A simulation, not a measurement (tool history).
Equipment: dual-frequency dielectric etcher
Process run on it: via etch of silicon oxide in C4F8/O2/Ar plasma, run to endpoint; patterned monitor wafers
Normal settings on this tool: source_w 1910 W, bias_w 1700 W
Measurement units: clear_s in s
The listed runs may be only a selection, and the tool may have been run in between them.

run	hour	source_w	bias_w	incoming incoming film thickness, nm	clear_s
1	0	2250	1700	1722	313.8
2	14.7	2250	1700	1736	311.7
3	31.8	2250	1700	1720.4	314.5
4	50.5	1910	1700	1718	330.6
5	76.7	1910	1700	1703.2	329.2
6	103.3	1910	1458	1699.8	347
# hour 136.5: wet clean of the chamber
7	137	1910	1458	1695.4	386.1
8	137.4	1910	1310	1731.1	408.3
# hour 184.1: upper electrode replaced
9	184.6	2110	1436	1718.5	377
10	185	1760	1918	1711.5	362.1
# hour 193.2: source power generator calibrated
# hour 197.1: bias power generator calibrated
# hour 217.3: wet clean of the chamber, repeated, since the last time left the tool worse
11	217.8	2250	1700	1704.7	325.4
12	229.7	1470	1579	1713.1	394.2
13	245.1	1910	1700	1720	346
14	266.8	2110	1859	1706.1	323
15	334.6	2100	1388	1710.5	351.5

Give the tool's hidden conditions for every run:
source power that arrives over what is set, %: 0 in every run
bias power that arrives over what is set, %: 0 in every run
H1: etch rate over this chamber's usual, %
run	H1
1	3.68
2	3.78
3	3.89
4	4.01
5	4.18
6	4.35
7	-6.89
8	-6.89
9	-6.58
10	-6.58
11	-0.646
12	-0.569
13	-0.469
14	-0.327
15	0.114

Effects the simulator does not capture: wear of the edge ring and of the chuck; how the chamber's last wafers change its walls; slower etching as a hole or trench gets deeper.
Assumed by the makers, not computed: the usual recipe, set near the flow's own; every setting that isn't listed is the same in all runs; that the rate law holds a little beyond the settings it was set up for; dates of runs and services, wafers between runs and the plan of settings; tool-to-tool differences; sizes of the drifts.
